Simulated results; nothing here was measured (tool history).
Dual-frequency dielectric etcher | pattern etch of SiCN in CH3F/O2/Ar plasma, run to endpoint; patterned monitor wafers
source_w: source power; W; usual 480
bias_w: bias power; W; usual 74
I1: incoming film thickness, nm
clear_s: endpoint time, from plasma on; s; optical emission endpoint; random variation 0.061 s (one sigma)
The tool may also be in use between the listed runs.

run 1 hour=0 | source_w=480 bias_w=74 | I1=8.06 | clear_s=19.6
run 2 hour=52.5 | source_w=480 bias_w=74 | I1=8.03 | clear_s=19.6
run 3 hour=105.6 | source_w=480 bias_w=68 | I1=8.02 | clear_s=20.3
run 4 hour=113.2 | source_w=480 bias_w=68 | I1=7.89 | clear_s=19.9
run 5 hour=128.3 | source_w=480 bias_w=68 | I1=8.04 | clear_s=20.4
run 6 hour=140.2 | source_w=500 bias_w=65 | I1=7.91 | clear_s=20.2
-- hour=163.1 bias power generator calibrated
-- hour=170 wet clean of the chamber
run 7 hour=170.5 | source_w=480 bias_w=66 | I1=8 | clear_s=20.4
run 8 hour=170.8 | source_w=410 bias_w=88 | I1=7.9 | clear_s=18.6
run 9 hour=180.2 | source_w=410 bias_w=88 | I1=8.02 | clear_s=18.9
run 10 hour=188.6 | source_w=480 bias_w=65 | I1=7.94 | clear_s=20.5
run 11 hour=198.3 | source_w=480 bias_w=74 | I1=7.95 | clear_s=19.4
run 12 hour=211.9 | source_w=480 bias_w=74 | I1=8.03 | clear_s=19.6
run 13 hour=222.5 | source_w=580 bias_w=85 | I1=7.9 | clear_s=17.4
run 14 hour=229.8 | source_w=580 bias_w=85 | I1=7.99 | clear_s=17.6
run 15 hour=247.1 | source_w=580 bias_w=85 | I1=7.99 | clear_s=17.6
-- hour=257.1 source power generator calibrated
run 16 hour=257.6 | source_w=480 bias_w=81 | I1=8 | clear_s=18.8
run 17 hour=273.1 | source_w=430 bias_w=84 | I1=8.06 | clear_s=19.2
run 18 hour=282.7 | source_w=430 bias_w=90 | I1=8.01 | clear_s=18.6
run 19 hour=294.8 | source_w=560 bias_w=85 | I1=7.99 | clear_s=17.8
run 20 hour=302.5 | source_w=410 bias_w=89 | I1=8.03 | clear_s=18.9
run 21 hour=309.9 | source_w=370 bias_w=60 | I1=7.98 | clear_s=22.6
run 22 hour=317.3 | source_w=480 bias_w=60 | I1=8.02 | clear_s=21.3
-- hour=343.1 upper electrode replaced
run 23 hour=343.6 | source_w=400 bias_w=63 | I1=8.08 | clear_s=22
run 24 hour=343.9 | source_w=580 bias_w=85 | I1=7.96 | clear_s=17.5
run 25 hour=359 | source_w=510 bias_w=84 | I1=8.04 | clear_s=18.4
run 26 hour=371 | source_w=480 bias_w=74 | I1=7.96 | clear_s=19.4
run 27 hour=386.4 | source_w=480 bias_w=74 | I1=8.05 | clear_s=19.7
run 28 hour=401.8 | source_w=420 bias_w=74 | I1=8.05 | clear_s=20.5
run 29 hour=411.9 | source_w=410 bias_w=87 | I1=8.05 | clear_s=19.1
run 30 hour=424.3 | source_w=390 bias_w=59 | I1=8.04 | clear_s=22.6
run 31 hour=437.7 | source_w=540 bias_w=74 | I1=7.99 | clear_s=18.9
run 32 hour=449.6 | source_w=550 bias_w=79 | I1=8.05 | clear_s=18.5

The tool's hidden state at each run:
etch rate over this chamber's usual, %: 0 in every run
source power that arrives over what is set, %: 0 in every run
bias power that arrives over what is set, %: 0 in every run

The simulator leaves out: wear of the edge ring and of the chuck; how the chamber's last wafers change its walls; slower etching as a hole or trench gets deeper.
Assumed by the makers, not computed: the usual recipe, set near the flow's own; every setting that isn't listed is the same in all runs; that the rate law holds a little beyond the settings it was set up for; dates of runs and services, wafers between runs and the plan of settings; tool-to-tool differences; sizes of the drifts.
